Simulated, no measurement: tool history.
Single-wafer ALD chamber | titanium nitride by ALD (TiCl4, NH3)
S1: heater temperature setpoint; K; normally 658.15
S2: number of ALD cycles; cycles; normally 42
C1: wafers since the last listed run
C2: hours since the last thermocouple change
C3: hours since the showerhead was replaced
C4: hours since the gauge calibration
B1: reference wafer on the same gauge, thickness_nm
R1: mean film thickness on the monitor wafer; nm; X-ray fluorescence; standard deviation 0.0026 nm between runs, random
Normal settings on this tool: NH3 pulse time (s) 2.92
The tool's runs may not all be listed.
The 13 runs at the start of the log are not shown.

Run 14, day 38.6: usual settings; C1 271; C2 2352; C3 4613.5; C4 1266.1; B1 0.92. Result: R1 1.055 nm.
At day 38.95: gauge calibrated.
Run 15, day 42.792: usual settings; C1 413; C2 2452.6; C3 4714.1; C4 92.2; B1 0.92. Result: R1 1.054 nm.
Run 16, day 44.654: usual settings; C1 183; C2 2497.3; C3 4758.8; C4 136.9; B1 0.92. Result: R1 1.051 nm.
Run 17, day 47.504: usual settings but S1 662.15 K; C1 280; C2 2565.7; C3 4827.2; C4 205.3; B1 0.92. Result: R1 1.06 nm.
Run 18, day 49.858: usual settings but S1 671.15 K, S2 47 cycles, NH3 pulse time (s) 3.48; C1 232; C2 2622.2; C3 4883.7; C4 261.8; B1 0.92. Result: R1 1.198 nm.
Run 19, day 53.088: usual settings but S1 654.15 K, S2 38 cycles, NH3 pulse time (s) 2.4; C1 318; C2 2699.7; C3 4961.2; C4 339.3; B1 0.92. Result: R1 0.947 nm.
At day 55.762: thermocouple changed; heater temperature recalibrated.
Run 20, day 56.929: usual settings; C1 345; C2 28; C3 5053.4; C4 431.5; B1 0.92. Result: R1 1.062 nm.
Run 21, day 59.196: usual settings but S2 34 cycles, NH3 pulse time (s) 3.24; C1 223; C2 82.4; C3 5107.8; C4 485.9; B1 0.921. Result: R1 0.86 nm.
At day 60.417: showerhead replaced.
Run 22, day 60.975: usual settings but S1 671.15 K; C1 142; C2 125.1; C3 13.4; C4 528.6; B1 0.92. Result: R1 1.066 nm.

Run 23 is up next; what results do you expect?
Run 23, day 63.575: usual settings but S1 651.15 K, S2 49 cycles, NH3 pulse time (s) 3.49; C1 256; C2 187.5; C3 75.8; C4 591; B1 ?. Result: R1 ?.

B1: 0.919
R1: 1.234 nm
With no hidden state in the tool, this same run would have given R1 1.234 nm.
